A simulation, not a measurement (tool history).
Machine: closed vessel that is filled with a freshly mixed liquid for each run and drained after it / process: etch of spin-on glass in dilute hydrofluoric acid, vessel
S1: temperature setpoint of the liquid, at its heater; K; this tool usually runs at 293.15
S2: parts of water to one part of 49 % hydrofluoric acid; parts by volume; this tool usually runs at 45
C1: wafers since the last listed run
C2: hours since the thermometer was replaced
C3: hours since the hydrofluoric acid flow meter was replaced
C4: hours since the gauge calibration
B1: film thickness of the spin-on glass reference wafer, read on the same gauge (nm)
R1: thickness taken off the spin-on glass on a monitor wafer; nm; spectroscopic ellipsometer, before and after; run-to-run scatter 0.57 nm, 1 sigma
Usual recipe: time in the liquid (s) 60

run 1 hour=0 | S1=293.15 S2=45 time_in_the_liquid_(s)=60 | C1=0 C2=884.1 C3=921 C4=334.7 | B1=39.96 | R1=90.22
run 2 hour=25.4 | S1=293.15 S2=45 time_in_the_liquid_(s)=60 | C1=2835 C2=909.5 C3=946.4 C4=360.1 | B1=40.01 | R1=90.56
run 3 hour=57.7 | S1=293.15 S2=45 time_in_the_liquid_(s)=60 | C1=3605 C2=941.8 C3=978.7 C4=392.4 | B1=40.01 | R1=91.95
run 4 hour=70.4 | S1=293.15 S2=45 time_in_the_liquid_(s)=60 | C1=1417 C2=954.5 C3=991.4 C4=405.1 | B1=39.98 | R1=90.92
-- hour=91.9 gauge calibrated
run 5 hour=104.4 | S1=293.15 S2=45 time_in_the_liquid_(s)=60 | C1=3795 C2=988.5 C3=1025.4 C4=12.5 | B1=40.05 | R1=91.59
run 6 hour=154.9 | S1=295.15 S2=45 time_in_the_liquid_(s)=60 | C1=5637 C2=1039 C3=1075.9 C4=63 | B1=40 | R1=100.05
run 7 hour=175 | S1=295.15 S2=45 time_in_the_liquid_(s)=60 | C1=2243 C2=1059.1 C3=1096 C4=83.1 | B1=40.02 | R1=100.55
run 8 hour=204.5 | S1=293.15 S2=45 time_in_the_liquid_(s)=60 | C1=3293 C2=1088.6 C3=1125.5 C4=112.6 | B1=40.02 | R1=92.38
run 9 hour=223.8 | S1=293.15 S2=45 time_in_the_liquid_(s)=60 | C1=2154 C2=1107.9 C3=1144.8 C4=131.9 | B1=40.02 | R1=92.02
run 10 hour=247.2 | S1=293.15 S2=45 time_in_the_liquid_(s)=60 | C1=2612 C2=1131.3 C3=1168.2 C4=155.3 | B1=40.03 | R1=92.6
run 11 hour=277.4 | S1=293.15 S2=45 time_in_the_liquid_(s)=60 | C1=3371 C2=1161.5 C3=1198.4 C4=185.5 | B1=40.02 | R1=92.07
run 12 hour=318.9 | S1=293.15 S2=45 time_in_the_liquid_(s)=60 | C1=4632 C2=1203 C3=1239.9 C4=227 | B1=39.99 | R1=92.95
run 13 hour=335.8 | S1=293.15 S2=45 time_in_the_liquid_(s)=60 | C1=1886 C2=1219.9 C3=1256.8 C4=243.9 | B1=40.04 | R1=94.38
run 14 hour=364.2 | S1=293.15 S2=45 time_in_the_liquid_(s)=60 | C1=3170 C2=1248.3 C3=1285.2 C4=272.3 | B1=40.02 | R1=93.51
run 15 hour=392.5 | S1=293.15 S2=45 time_in_the_liquid_(s)=50 | C1=3159 C2=1276.6 C3=1313.5 C4=300.6 | B1=39.96 | R1=77.81
run 16 hour=410.1 | S1=293.15 S2=30 time_in_the_liquid_(s)=40 | C1=1964 C2=1294.2 C3=1331.1 C4=318.2 | B1=39.99 | R1=96.04
run 17 hour=437.9 | S1=295.65 S2=45 time_in_the_liquid_(s)=40 | C1=3103 C2=1322 C3=1358.9 C4=346 | B1=39.94 | R1=69.43
run 18 hour=465.8 | S1=293.15 S2=45 time_in_the_liquid_(s)=60 | C1=3114 C2=1349.9 C3=1386.8 C4=373.9 | B1=40.01 | R1=93.73
-- hour=482.2 hydrofluoric acid flow meter replaced
run 19 hour=482.7 | S1=291.15 S2=25 time_in_the_liquid_(s)=35 | C1=1774 C2=1366.8 C3=0.5 C4=390.8 | B1=39.98 | R1=92.88
-- hour=484.3 gauge calibrated
run 20 hour=495.6 | S1=293.15 S2=45 time_in_the_liquid_(s)=60 | C1=1440 C2=1379.7 C3=13.4 C4=11.3 | B1=39.95 | R1=95.02
run 21 hour=528.1 | S1=296.65 S2=35 time_in_the_liquid_(s)=60 | C1=3627 C2=1412.2 C3=45.9 C4=43.8 | B1=39.99 | R1=143.18
-- hour=541 thermometer replaced
run 22 hour=548.1 | S1=290.15 S2=55 time_in_the_liquid_(s)=75 | C1=2120 C2=7.1 C3=65.9 C4=63.8 | B1=40.03 | R1=74.94
run 23 hour=582 | S1=293.15 S2=45 time_in_the_liquid_(s)=60 | C1=3784 C2=41 C3=99.8 C4=97.7 | B1=39.96 | R1=84.09
run 24 hour=617.1 | S1=291.65 S2=65 time_in_the_liquid_(s)=60 | C1=3918 C2=76.1 C3=134.9 C4=132.8 | B1=40.01 | R1=54.06
run 25 hour=633.6 | S1=290.15 S2=55 time_in_the_liquid_(s)=90 | C1=1841 C2=92.6 C3=151.4 C4=149.3 | B1=40.01 | R1=90.88
run 26 hour=645.8 | S1=290.65 S2=35 time_in_the_liquid_(s)=85 | C1=1361 C2=104.8 C3=163.6 C4=161.5 | B1=39.97 | R1=140.73
run 27 hour=659.2 | S1=293.15 S2=55 time_in_the_liquid_(s)=60 | C1=1495 C2=118.2 C3=177 C4=174.9 | B1=39.98 | R1=68.86
run 28 hour=693.5 | S1=290.15 S2=30 time_in_the_liquid_(s)=85 | C1=3828 C2=152.5 C3=211.3 C4=209.2 | B1=39.98 | R1=160.93
run 29 hour=705.6 | S1=296.65 S2=25 time_in_the_liquid_(s)=95 | C1=1350 C2=164.6 C3=223.4 C4=221.3 | B1=40.03 | R1=290.33

5 options for the next run, each taken on its own from the tool as it stands now. Forecast them:
run A hour=706.3 | S1=293.15 S2=45 time_in_the_liquid_(s)=60 | C1=78 C2=165.3 C3=224.1 C4=222 | B1=? | R1=?
run B hour=706.3 | S1=291.15 S2=60 time_in_the_liquid_(s)=30 | C1=78 C2=165.3 C3=224.1 C4=222 | B1=? | R1=?
run C hour=706.3 | S1=297.15 S2=30 time_in_the_liquid_(s)=60 | C1=78 C2=165.3 C3=224.1 C4=222 | B1=? | R1=?
run D hour=706.3 | S1=293.15 S2=30 time_in_the_liquid_(s)=60 | C1=78 C2=165.3 C3=224.1 C4=222 | B1=? | R1=?
run E hour=706.3 | S1=293.15 S2=30 time_in_the_liquid_(s)=70 | C1=78 C2=165.3 C3=224.1 C4=222 | B1=? | R1=?

run=A B1=40.02 R1=84.94
run=B B1=40.02 R1=28.74
run=C B1=40.02 R1=153.71
run=D B1=40.02 R1=129.77
run=E B1=40.02 R1=151.4
With no hidden state in the tool, these same runs would have given:
run=A R1=83.26
run=B R1=28.17
run=C R1=150.72
run=D R1=127.17
run=E R1=148.37
